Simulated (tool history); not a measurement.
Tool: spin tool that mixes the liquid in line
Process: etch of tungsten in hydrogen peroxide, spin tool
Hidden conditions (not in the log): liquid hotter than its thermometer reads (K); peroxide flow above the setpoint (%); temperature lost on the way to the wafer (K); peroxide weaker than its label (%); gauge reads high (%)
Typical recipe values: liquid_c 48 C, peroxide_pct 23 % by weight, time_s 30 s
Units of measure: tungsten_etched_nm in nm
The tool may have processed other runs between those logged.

run	hour	liquid_c	peroxide_pct	time_s	wafers since the last listed run	hours since the thermometer was replaced	hours since the peroxide flow meter was replaced	hours since the heated supply line was repaired	hours since the drum of peroxide was connected	hours since the gauge calibration	read-back film thickness of the tungsten reference wafer, read on the same gauge (nm)	tungsten_etched_nm
1	0	48	23	30	0	2706.5	694	939.1	532.4	34.9	59.99	39.55
2	11.2	50	23	15	165	2717.7	705.2	950.3	543.6	46.1	59.98	22.53
3	28.1	50	23	15	249	2734.6	722.1	967.2	560.5	63	59.98	22.23
4	38.2	48	23	30	149	2744.7	732.2	977.3	570.6	73.1	60	39.41
5	50.5	48	23	30	181	2757	744.5	989.6	582.9	85.4	59.97	39.47
6	61.7	48	23	30	165	2768.2	755.7	1000.8	594.1	96.6	59.99	39.76
7	77	48	23	30	226	2783.5	771	1016.1	609.4	111.9	59.99	39.21
8	94.3	48	23	30	255	2800.8	788.3	1033.4	626.7	129.2	60	39.45
# hour 96.5: new drum of peroxide connected
9	104.6	48	23	30	137	2811.1	798.6	1043.7	8.1	139.5	60.02	39.13
10	121.5	48	23	30	249	2828	815.5	1060.6	25	156.4	59.95	39.07
# hour 126.5: heated supply line repaired
# hour 127.7: thermometer replaced
11	138.9	48	26.5	40	227	11.2	832.9	12.4	42.4	173.8	60	67.57
12	153	48	23	30	208	25.3	847	26.5	56.5	187.9	60.03	46.3
13	159.3	48	23	15	93	31.6	853.3	32.8	62.8	194.2	60.03	23.77
14	165.4	48	23	30	90	37.7	859.4	38.9	68.9	200.3	60.01	46.32
15	178.3	42.5	16.5	30	190	50.6	872.3	51.8	81.8	213.2	60.04	27.98
16	191.1	48	21.5	30	189	63.4	885.1	64.6	94.6	226	60	45.14
# hour 200.4: peroxide flow meter replaced
17	208.6	48	23	30	243	80.9	8.2	82.1	112.1	243.5	59.96	46.9
18	219.7	56	28.5	30	163	92	19.3	93.2	123.2	254.6	59.99	83.76
# hour 229.9: gauge calibrated
19	237.6	41.5	17.5	20	264	109.9	37.2	111.1	141.1	7.7	60.01	17.73
20	247.5	51.5	23	15	146	119.8	47.1	121	151	17.6	59.99	28.69
21	264.2	55	18.5	15	246	136.5	63.8	137.7	167.7	34.3	60.01	31.9
22	279.6	54	27.5	15	227	151.9	79.2	153.1	183.1	49.7	59.98	36.27

Run 23, settings as shown, results not yet in. Your forecast:
23	293.1	48	25	40	199	165.4	92.7	166.6	196.6	63.2	?	?

For run 23 the tool returned read-back film thickness of the tungsten reference wafer, read on the same gauge (nm) 60.06, tungsten_etched_nm 64.75 nm.
With the hidden condition absent and the run-to-run variation left alone, this run would have shown tungsten_etched_nm 66.42 nm.
